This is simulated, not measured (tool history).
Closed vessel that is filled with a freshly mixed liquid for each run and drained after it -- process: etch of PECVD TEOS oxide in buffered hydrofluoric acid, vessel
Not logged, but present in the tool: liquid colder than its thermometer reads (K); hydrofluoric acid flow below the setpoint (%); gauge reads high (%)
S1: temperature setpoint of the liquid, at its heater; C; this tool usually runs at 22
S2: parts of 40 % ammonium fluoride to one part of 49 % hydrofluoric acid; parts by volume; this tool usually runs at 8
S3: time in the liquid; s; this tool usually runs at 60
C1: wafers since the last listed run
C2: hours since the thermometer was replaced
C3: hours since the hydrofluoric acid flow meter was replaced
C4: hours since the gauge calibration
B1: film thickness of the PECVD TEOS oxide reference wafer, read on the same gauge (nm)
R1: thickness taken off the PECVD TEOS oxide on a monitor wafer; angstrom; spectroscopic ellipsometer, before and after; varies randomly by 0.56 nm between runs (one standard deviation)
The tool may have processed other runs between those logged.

run   hour  S1   S2  S3    C1      C2     C3     C4     B1     R1
  1      0  22    8  60     0  1378.7  329.2  297.2  50.01  758.2
  2   12.6  22    8  60  1776  1391.3  341.8  309.8  49.98  746.6
  3   21.2  22    7  60  1212  1399.9  350.4  318.4  49.97  864.8
  4   29.1  22    8  60  1113  1407.8  358.3  326.3  49.99  755.6
  5   44.2  22    8  60  2128  1422.9  373.4  341.4  49.99  756.6
  6     57  22    8  60  1804  1435.7  386.2  354.2  49.98  744.1
  7   83.8  22    8  60  3778  1462.5    413    381  49.98  733.1
  8     96  22    8  60  1720  1474.7  425.2  393.2  49.97  738.7
  9  113.9  22  8.5  60  2523  1492.6  443.1  411.1  50.01  688.2
     118.2  -- gauge calibrated
 10  130.7  22    8  70  2368  1509.4  459.9   12.5  50.01  853.8
 11  142.9  22    8  70  1720  1521.6  472.1   24.7  49.97  838.6
 12  152.5  22    8  60  1353  1531.2  481.7   34.3  49.99  725.5
 13  160.8  22    8  60  1170  1539.5    490   42.6  49.97  718.1
 14  167.3  22    8  35   916    1546  496.5   49.1  50.04  417.3
 15  181.9  24    8  60  2058  1560.6  511.1   63.7  49.99  804.2
 16  189.2  26    8  60  1029  1567.9  518.4     71  50.04  905.5

Estimate the outcome of run 17 from the log above:
 17  205.3  17.5   8  60  2269  1584  534.5  87.1   ?   ?

{"run 17": {"B1": 50.05, "R1": 546.5}}
If the tool had no hidden condition, the same run with the same run-to-run variation would have returned R1 704.4 angstrom.
